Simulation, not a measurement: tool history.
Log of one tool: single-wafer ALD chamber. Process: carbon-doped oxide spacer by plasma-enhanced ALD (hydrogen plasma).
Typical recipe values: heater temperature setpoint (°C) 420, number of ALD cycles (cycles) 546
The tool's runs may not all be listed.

| run | hour | heater temperature setpoint (°C) | number of ALD cycles (cycles) | read-back reference wafer on the same gauge, thickness_nm | mean film thickness on the monitor wafer (Å) |
|---|---|---|---|---|---|
| 1 | 0 | 420 | 491 | 19.791 | 214.28 |
| 2 | 32.6 | 420 | 491 | 19.787 | 214.24 |
| 3 | 72.4 | 420 | 491 | 19.787 | 213.17 |
| 4 | 142 | 420 | 546 | 19.816 | 236.97 |
| 5 | 199.2 | 420 | 546 | 19.798 | 237.38 |
| 6 | 224.4 | 420 | 546 | 19.799 | 234.99 |
| 7 | 273.4 | 420 | 546 | 19.822 | 235.59 |
| 8 | 298.4 | 420 | 546 | 19.809 | 238.02 |
| 9 | 339.8 | 420 | 546 | 19.812 | 236.64 |
| 10 | 372.6 | 420 | 546 | 19.793 | 237.22 |
|  | 385.2 | thermocouple changed; heater temperature recalibrated |
| 11 | 397.1 | 409 | 493 | 19.807 | 223.94 |
| 12 | 447.8 | 409 | 493 | 19.803 | 224.43 |
| 13 | 507.2 | 409 | 493 | 19.804 | 224.89 |
| 14 | 545.8 | 420 | 546 | 19.797 | 240.52 |
| 15 | 573.2 | 420 | 546 | 19.803 | 239.81 |
| 16 | 605.5 | 420 | 515 | 19.809 | 226.21 |
| 17 | 662.9 | 420 | 515 | 19.805 | 227.26 |
| 18 | 720.5 | 420 | 546 | 19.807 | 239.78 |
| 19 | 781.7 | 420 | 546 | 19.806 | 240.64 |
| 20 | 839.1 | 420 | 546 | 19.8 | 241.2 |
| 21 | 902.3 | 420 | 546 | 19.785 | 239.57 |
| 22 | 937.3 | 425 | 546 | 19.801 | 236.05 |
| 23 | 996.9 | 420 | 498 | 19.798 | 218.82 |
| 24 | 1063.3 | 420 | 487 | 19.806 | 212.58 |
| 25 | 1099.2 | 414 | 465 | 19.806 | 206.05 |
| 26 | 1127.8 | 411 | 546 | 19.799 | 244.41 |
| 27 | 1165.6 | 433 | 607 | 19.814 | 256.2 |
|  | 1230.8 | gauge calibrated |
| 28 | 1344.5 | 420 | 546 | 19.812 | 238.44 |
| 29 | 1384.6 | 407 | 604 | 19.81 | 271.64 |
| 30 | 1430.8 | 409 | 492 | 19.797 | 221.42 |
| 31 | 1476.4 | 411 | 608 | 19.805 | 271.59 |
| 32 | 1539.4 | 424 | 517 | 19.808 | 222.13 |
| 33 | 1595.8 | 408 | 546 | 19.79 | 244.31 |
| 34 | 1623.3 | 415 | 506 | 19.806 | 222.93 |
| 35 | 1665.9 | 415 | 474 | 19.796 | 208.06 |
| 36 | 1714.8 | 414 | 580 | 19.805 | 254.07 |
|  | 1752.4 | thermocouple changed; heater temperature recalibrated |
| 37 | 1759.2 | 420 | 445 | 19.797 | 197.09 |
| 38 | 1906.2 | 420 | 546 | 19.785 | 240.78 |
| 39 | 1955.3 | 433 | 607 | 19.79 | 257.14 |
| 40 | 1982 | 425 | 584 | 19.796 | 252.76 |
| 41 | 2024.9 | 406 | 447 | 19.798 | 204.66 |
| 42 | 2072.5 | 420 | 546 | 19.789 | 242.1 |
| 43 | 2139.5 | 420 | 546 | 19.818 | 240.47 |
| 44 | 2174.6 | 433 | 609 | 19.8 | 257.37 |
| 45 | 2246.6 | 435 | 504 | 19.81 | 212.31 |

Alternative continuations, all from the tool just after run 45; predict every row:
| A | 2247.8 | 420 | 546 | ? | ? |
| B | 2247.8 | 409 | 614 | ? | ? |
| C | 2247.8 | 413 | 634 | ? | ? |
| D | 2247.8 | 406 | 606 | ? | ? |
| E | 2247.8 | 407 | 646 | ? | ? |

| run | read-back reference wafer on the same gauge, thickness_nm | mean film thickness on the monitor wafer (Å) |
|---|---|---|
| A | 19.787 | 240.56 |
| B | 19.787 | 278.89 |
| C | 19.787 | 284.83 |
| D | 19.787 | 277.51 |
| E | 19.787 | 295.03 |
Take away the tool's hidden state, keep each run's random variation, and the runs would have read:
| run | mean film thickness on the monitor wafer (Å) |
|---|---|
| A | 240.89 |
| B | 279.26 |
| C | 285.21 |
| D | 277.87 |
| E | 295.41 |
